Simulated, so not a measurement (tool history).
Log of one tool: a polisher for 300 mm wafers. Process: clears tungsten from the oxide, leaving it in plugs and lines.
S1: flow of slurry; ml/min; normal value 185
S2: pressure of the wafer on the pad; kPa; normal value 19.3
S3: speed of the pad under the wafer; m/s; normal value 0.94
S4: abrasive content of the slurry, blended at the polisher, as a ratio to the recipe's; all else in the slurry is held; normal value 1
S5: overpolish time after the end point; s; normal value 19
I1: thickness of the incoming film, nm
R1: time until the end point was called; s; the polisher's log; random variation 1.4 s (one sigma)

| run | day | S1 | S2 | S3 | S4 | S5 | I1 | R1 |
|---|---|---|---|---|---|---|---|---|
| 1 | 0 | 185 | 19.3 | 0.94 | 1 | 19 | 344.8 | 125.9 |
| 2 | 1.862 | 185 | 19.3 | 0.94 | 1 | 19 | 346.4 | 123.4 |
| 3 | 3.371 | 185 | 19.3 | 0.94 | 1 | 19 | 343.9 | 125.1 |
| 4 | 4.667 | 185 | 19.3 | 0.94 | 1 | 19 | 339.7 | 121.4 |
| 5 | 5.692 | 185 | 19.3 | 0.94 | 1 | 19 | 341.4 | 119.8 |
| 6 | 6.867 | 155 | 19.3 | 0.94 | 1.2 | 19 | 348.4 | 120.5 |
| 7 | 8.104 | 155 | 19.3 | 0.94 | 1.2 | 19 | 343.8 | 122 |
| 8 | 16.571 | 185 | 19.3 | 0.94 | 1.2 | 19 | 350.2 | 121 |
| 9 | 18.971 | 185 | 19.3 | 0.94 | 1.2 | 19 | 349.6 | 118.2 |
| 10 | 21.588 | 185 | 19.3 | 0.94 | 1.2 | 19 | 342.8 | 118.4 |
| 11 | 23.804 | 185 | 19.3 | 0.94 | 1 | 19 | 345.8 | 120.8 |
| 12 | 26.342 | 185 | 19.3 | 0.94 | 1 | 19 | 339 | 120.8 |
| 13 | 27.629 | 185 | 19.3 | 0.94 | 1 | 19 | 340.2 | 121.1 |
| 14 | 29.192 | 185 | 22.1 | 0.94 | 0.85 | 19 | 340.9 | 117.3 |
| 15 | 30.883 | 185 | 19.3 | 0.94 | 1 | 19 | 340.6 | 122.9 |
| 16 | 32.779 | 140 | 22.8 | 0.94 | 0.75 | 30 | 342 | 126 |
| 17 | 38.054 | 185 | 19.3 | 0.94 | 1.2 | 19 | 342.8 | 118.1 |
| 18 | 39.592 | 185 | 19.3 | 0.94 | 1 | 19 | 345 | 123.1 |
| 19 | 41.054 | 185 | 19.3 | 0.94 | 0.8 | 19 | 340.5 | 128.8 |
| 20 | 42.096 | 185 | 13.1 | 0.94 | 1 | 19 | 347.5 | 162.4 |
| 21 | 44.483 | 130 | 19.3 | 0.94 | 0.85 | 11 | 346 | 137.8 |
| 22 | 46.7 | 210 | 24.1 | 0.94 | 1 | 9 | 345.6 | 104.2 |
| 23 | 48.079 | 185 | 19.3 | 0.94 | 1 | 19 | 344 | 123 |
| 24 | 49.762 | 240 | 25.5 | 0.66 | 1 | 27 | 348.5 | 139.3 |
| 25 | 51.458 | 185 | 19.3 | 0.84 | 1 | 19 | 345.2 | 136.7 |
| 26 | 54.162 | 185 | 13.1 | 0.72 | 0.75 | 19 | 342.5 | 223.4 |

Withheld: 20 entries from between the runs. Position of each, and hidden state at the listed run before versus the listed run after:
In the gap between runs 4 and 5: slurry nozzle cleaned (day 5.429)
  both runs share identical hidden conditions
In the gap between runs 5 and 6: worn pad replaced by a new one (day 5.958)
  both runs share identical hidden conditions
In the gap between runs 6 and 7: slurry blender recalibrated (day 7.342)
  both runs share identical hidden conditions
In the gap between runs 7 and 8: slurry tank refilled with fresh slurry and peroxide (day 8.896)
  both runs share identical hidden conditions
In the gap between runs 8 and 9: worn pad replaced by a new one (day 17.029); slurry blender recalibrated (day 17.942); head pressure recalibrated (day 17.95); slurry nozzle cleaned (day 18.95)
  both runs share identical hidden conditions
In the gap between runs 9 and 10: slurry tank refilled with fresh slurry and peroxide (day 21.154)
  both runs share identical hidden conditions
In the gap between runs 14 and 15: worn pad replaced by a new one (day 30.092); slurry blender recalibrated (day 30.671); slurry nozzle cleaned (day 30.767)
  both runs share identical hidden conditions
In the gap between runs 15 and 16: slurry tank refilled with fresh slurry and peroxide (day 31.358)
  both runs share identical hidden conditions
In the gap between runs 19 and 20: slurry tank refilled with fresh slurry and peroxide (day 41.717)
  both runs share identical hidden conditions
In the gap between runs 20 and 21: slurry blender recalibrated (day 42.796); worn pad replaced by a new one (day 42.958); slurry nozzle cleaned (day 43.521)
  both runs share identical hidden conditions
In the gap between runs 25 and 26: slurry tank refilled with fresh slurry and peroxide (day 52.858); slurry blender recalibrated (day 52.933); worn pad replaced by a new one (day 54.146)
  both runs share identical hidden conditions
